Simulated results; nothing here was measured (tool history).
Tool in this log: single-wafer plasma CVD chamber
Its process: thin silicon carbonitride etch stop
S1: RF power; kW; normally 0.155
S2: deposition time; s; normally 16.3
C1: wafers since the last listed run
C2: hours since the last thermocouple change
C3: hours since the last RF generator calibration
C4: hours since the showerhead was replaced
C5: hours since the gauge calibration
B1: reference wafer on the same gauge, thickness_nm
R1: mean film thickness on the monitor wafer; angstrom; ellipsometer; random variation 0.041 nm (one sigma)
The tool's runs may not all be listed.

{"run": 1, "hour": 0.0, "S1": 0.155, "S2": 17.1, "C1": 0, "C2": 2544.7, "C3": 703.0, "C4": 5039.3, "C5": 1059.9, "B1": 7.942, "R1": 82.18}
{"run": 2, "hour": 51.2, "S1": 0.155, "S2": 17.1, "C1": 1406, "C2": 2595.9, "C3": 754.2, "C4": 5090.5, "C5": 1111.1, "B1": 7.918, "R1": 82.86}
{"run": 3, "hour": 121.4, "S1": 0.155, "S2": 17.1, "C1": 1928, "C2": 2666.1, "C3": 824.4, "C4": 5160.7, "C5": 1181.3, "B1": 7.911, "R1": 82.32}
{"run": 4, "hour": 156.3, "S1": 0.155, "S2": 16.3, "C1": 958, "C2": 2701.0, "C3": 859.3, "C4": 5195.6, "C5": 1216.2, "B1": 7.914, "R1": 78.78}
{"run": 5, "hour": 186.5, "S1": 0.155, "S2": 16.3, "C1": 829, "C2": 2731.2, "C3": 889.5, "C4": 5225.8, "C5": 1246.4, "B1": 7.929, "R1": 78.42}
{"run": 6, "hour": 230.9, "S1": 0.155, "S2": 16.3, "C1": 1219, "C2": 2775.6, "C3": 933.9, "C4": 5270.2, "C5": 1290.8, "B1": 7.938, "R1": 78.48}
{"run": 7, "hour": 396.9, "S1": 0.155, "S2": 17.4, "C1": 4560, "C2": 2941.6, "C3": 1099.9, "C4": 5436.2, "C5": 1456.8, "B1": 7.94, "R1": 83.21}
{"run": 8, "hour": 442.9, "S1": 0.155, "S2": 17.4, "C1": 1263, "C2": 2987.6, "C3": 1145.9, "C4": 5482.2, "C5": 1502.8, "B1": 7.938, "R1": 83.96}
{"run": 9, "hour": 469.9, "S1": 0.155, "S2": 16.3, "C1": 741, "C2": 3014.6, "C3": 1172.9, "C4": 5509.2, "C5": 1529.8, "B1": 7.91, "R1": 78.47}
{"run": 10, "hour": 537.0, "S1": 0.155, "S2": 16.3, "C1": 1843, "C2": 3081.7, "C3": 1240.0, "C4": 5576.3, "C5": 1596.9, "B1": 7.922, "R1": 78.88}
{"hour": 560.9, "done": "thermocouple changed; heater temperature recalibrated"}
{"hour": 593.6, "done": "gauge calibrated"}
{"run": 11, "hour": 608.8, "S1": 0.155, "S2": 16.3, "C1": 1752, "C2": 47.9, "C3": 1311.8, "C4": 5648.1, "C5": 15.2, "B1": 7.937, "R1": 79.01}
{"run": 12, "hour": 671.7, "S1": 0.155, "S2": 16.3, "C1": 1728, "C2": 110.8, "C3": 1374.7, "C4": 5711.0, "C5": 78.1, "B1": 7.925, "R1": 78.53}
{"run": 13, "hour": 716.3, "S1": 0.155, "S2": 16.3, "C1": 1225, "C2": 155.4, "C3": 1419.3, "C4": 5755.6, "C5": 122.7, "B1": 7.918, "R1": 78.61}
{"run": 14, "hour": 768.9, "S1": 0.155, "S2": 16.3, "C1": 1445, "C2": 208.0, "C3": 1471.9, "C4": 5808.2, "C5": 175.3, "B1": 7.932, "R1": 78.7}
{"run": 15, "hour": 827.0, "S1": 0.155, "S2": 16.3, "C1": 1596, "C2": 266.1, "C3": 1530.0, "C4": 5866.3, "C5": 233.4, "B1": 7.936, "R1": 78.11}
{"hour": 836.8, "done": "showerhead replaced"}
{"run": 16, "hour": 888.9, "S1": 0.18, "S2": 14.9, "C1": 1480, "C2": 328.0, "C3": 1591.9, "C4": 52.1, "C5": 295.3, "B1": 7.941, "R1": 75.93}
{"run": 17, "hour": 934.5, "S1": 0.135, "S2": 18.9, "C1": 1252, "C2": 373.6, "C3": 1637.5, "C4": 97.7, "C5": 340.9, "B1": 7.92, "R1": 85.92}
{"run": 18, "hour": 1002.9, "S1": 0.155, "S2": 18.0, "C1": 1879, "C2": 442.0, "C3": 1705.9, "C4": 166.1, "C5": 409.3, "B1": 7.919, "R1": 85.93}
{"run": 19, "hour": 1045.0, "S1": 0.135, "S2": 17.8, "C1": 1156, "C2": 484.1, "C3": 1748.0, "C4": 208.2, "C5": 451.4, "B1": 7.921, "R1": 80.78}
{"run": 20, "hour": 1116.5, "S1": 0.175, "S2": 14.4, "C1": 1964, "C2": 555.6, "C3": 1819.5, "C4": 279.7, "C5": 522.9, "B1": 7.935, "R1": 73.2}
{"run": 21, "hour": 1174.4, "S1": 0.165, "S2": 18.2, "C1": 1590, "C2": 613.5, "C3": 1877.4, "C4": 337.6, "C5": 580.8, "B1": 7.938, "R1": 90.22}
{"run": 22, "hour": 1215.7, "S1": 0.125, "S2": 16.3, "C1": 1134, "C2": 654.8, "C3": 1918.7, "C4": 378.9, "C5": 622.1, "B1": 7.925, "R1": 71.47}

What will run 23 give?
{"hour": 1240.3, "done": "RF generator calibrated"}
{"run": 23, "hour": 1248.1, "S1": 0.145, "S2": 13.1, "C1": 670, "C2": 687.2, "C3": 7.8, "C4": 411.3, "C5": 654.5, "B1": "?", "R1": "?"}

{"run 23": {"B1": 7.931, "R1": 61.47}}
The same run, on a tool lacking any hidden state, would have yielded R1 61.47 angstrom.
